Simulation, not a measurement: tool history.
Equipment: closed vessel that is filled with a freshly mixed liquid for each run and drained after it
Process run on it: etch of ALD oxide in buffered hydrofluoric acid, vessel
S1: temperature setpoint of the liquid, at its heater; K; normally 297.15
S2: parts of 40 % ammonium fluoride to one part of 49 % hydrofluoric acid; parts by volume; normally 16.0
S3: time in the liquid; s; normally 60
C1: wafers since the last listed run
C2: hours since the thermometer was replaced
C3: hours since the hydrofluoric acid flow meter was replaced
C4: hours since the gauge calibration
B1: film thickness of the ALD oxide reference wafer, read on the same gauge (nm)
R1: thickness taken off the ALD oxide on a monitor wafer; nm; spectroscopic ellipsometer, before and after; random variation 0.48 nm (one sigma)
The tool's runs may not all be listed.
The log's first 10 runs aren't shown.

run	hour	S1	S2	S3	C1	C2	C3	C4	B1	R1
11	128.9	297.15	16.0	60	1499	1848.6	1734.2	259.9	129.99	163.31
12	136.6	297.15	16.0	60	754	1856.3	1741.9	267.6	129.99	163.81
13	154.3	295.15	17.5	60	1734	1874.0	1759.6	285.3	130.02	134.42
14	167.0	295.15	17.5	60	1244	1886.7	1772.3	298.0	130.00	136.05
15	178.5	295.15	17.5	60	1126	1898.2	1783.8	309.5	130.00	135.25
16	190.8	297.15	16.0	30	1205	1910.5	1796.1	321.8	130.02	82.52
# hour 197.2: thermometer replaced
17	197.7	297.15	18.5	40	578	0.5	1803.0	328.7	130.00	84.53
18	203.3	292.65	20.0	60	548	6.1	1808.6	334.3	129.99	90.56
19	215.7	297.15	16.0	60	1214	18.5	1821.0	346.7	129.99	145.82
20	231.5	297.15	16.0	60	1548	34.3	1836.8	362.5	129.97	145.14
# hour 252.1: gauge calibrated
21	279.8	297.15	13.0	60	4732	82.6	1885.1	27.7	130.01	180.34
22	290.7	297.15	16.0	60	1068	93.5	1896.0	38.6	130.00	146.56
23	343.3	297.15	11.5	50	5153	146.1	1948.6	91.2	129.99	169.77
# hour 352.7: hydrofluoric acid flow meter replaced
24	356.8	295.15	17.5	60	1224	159.6	4.1	104.7	130.00	121.07
25	363.6	297.15	16.0	60	666	166.4	10.9	111.5	129.99	147.79
26	373.6	297.15	16.0	60	979	176.4	20.9	121.5	130.00	147.19
27	380.1	292.65	16.0	60	636	182.9	27.4	128.0	130.00	115.25
28	394.6	292.15	20.5	60	1420	197.4	41.9	142.5	129.99	88.00
29	400.7	301.15	16.0	60	597	203.5	48.0	148.6	130.02	182.28
30	416.0	294.65	11.5	30	1499	218.8	63.3	163.9	130.02	88.84
31	428.5	295.65	16.0	60	1224	231.3	75.8	176.4	130.01	135.81
32	453.0	299.65	11.5	90	2400	255.8	100.3	200.9	130.01	350.72
33	466.7	297.15	16.0	60	1342	269.5	114.0	214.6	130.00	147.83
34	481.6	295.15	17.5	60	1459	284.4	128.9	229.5	130.00	122.16
35	490.9	297.15	16.0	35	911	293.7	138.2	238.8	130.02	86.30

Here are 3 independent what-if runs from the current tool condition. What would each one return?
A	491.6	297.15	16.0	60	68	294.4	138.9	239.5	?	?
B	491.6	297.15	12.5	60	68	294.4	138.9	239.5	?	?
C	491.6	299.15	16.0	75	68	294.4	138.9	239.5	?	?

run	B1	R1
A	129.98	148.83
B	129.98	189.62
C	129.98	207.30
Had the tool no hidden state, the same runs would have come out as:
run	R1
A	144.59
B	184.22
C	201.47

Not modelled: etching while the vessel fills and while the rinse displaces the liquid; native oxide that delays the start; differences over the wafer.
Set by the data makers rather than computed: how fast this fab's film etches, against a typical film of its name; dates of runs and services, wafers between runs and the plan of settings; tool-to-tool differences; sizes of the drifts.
